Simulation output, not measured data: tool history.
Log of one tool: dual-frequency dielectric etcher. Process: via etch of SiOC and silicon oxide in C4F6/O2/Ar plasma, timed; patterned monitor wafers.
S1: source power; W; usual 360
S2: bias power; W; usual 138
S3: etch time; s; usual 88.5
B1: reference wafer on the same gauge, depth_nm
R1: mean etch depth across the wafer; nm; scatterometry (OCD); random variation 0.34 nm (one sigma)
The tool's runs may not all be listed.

run	hour	S1	S2	S3	B1	R1
1	0	310	124	88.5	79.4	82.4
2	69.7	360	138	88.5	79.3	92.7
3	109.8	360	138	88.5	79.4	92.8
4	219.3	360	138	88.5	79.1	92.2
5	280.6	310	138	95	79	92.4
# hour 358.1: wet clean of the chamber
6	358.6	310	138	95	78.9	92.1
7	417.3	310	138	95	78.8	92.4
8	520.5	360	138	108	78.8	113.2
9	625.3	360	138	88.5	78.4	92.3
# hour 669.7: source power generator calibrated
10	672.5	360	138	88.5	78.4	91.7
# hour 938: gauge calibrated
# hour 941: wet clean of the chamber
11	970.2	360	138	88.5	80	93.6
12	1050.4	360	138	88.5	79.9	93.1
# hour 1112.7: bias power generator calibrated
13	1113.2	360	152	88.5	79.9	96.6
14	1163.2	430	114	66	79.9	70.8
15	1244.8	430	138	96	79.6	109.6
16	1319.7	360	121	88.5	79.5	89.2
# hour 1355.7: upper electrode replaced
17	1374.1	310	138	111	79.3	108.5
18	1441.1	360	170	110	79.4	124.8
19	1523.8	310	138	95	79.4	92.4
# hour 1577.2: wet clean of the chamber
20	1612.4	410	156	107.5	79	125.6
21	1690.9	360	138	88.5	79.1	92.9
22	1741.8	360	138	75.5	78.8	78.8
23	1794.2	430	138	99	78.8	112.5
24	1842.9	310	168	88.5	78.8	92.4
25	1943.4	280	163	73.5	78.5	71.7
26	2026.7	400	107	106	78.4	106.1
# hour 2132.6: wet clean of the chamber
27	2133.1	360	138	88.5	78.3	92

5 ways to go on from here, each from the tool as it stands after run 27. What would each give?
A	2133.5	360	138	88.5	?	?
B	2133.5	420	152	70.5	?	?
C	2133.5	450	163	96	?	?
D	2133.5	330	150	75	?	?
E	2133.5	360	138	110	?	?

run	B1	R1
A	78.3	92.1
B	78.3	82.1
C	78.3	118.6
D	78.3	77.1
E	78.3	114.4
Without the tool's hidden state the same runs would have given:
run	R1
A	94.6
B	84.4
C	121.9
D	79.3
E	117.6

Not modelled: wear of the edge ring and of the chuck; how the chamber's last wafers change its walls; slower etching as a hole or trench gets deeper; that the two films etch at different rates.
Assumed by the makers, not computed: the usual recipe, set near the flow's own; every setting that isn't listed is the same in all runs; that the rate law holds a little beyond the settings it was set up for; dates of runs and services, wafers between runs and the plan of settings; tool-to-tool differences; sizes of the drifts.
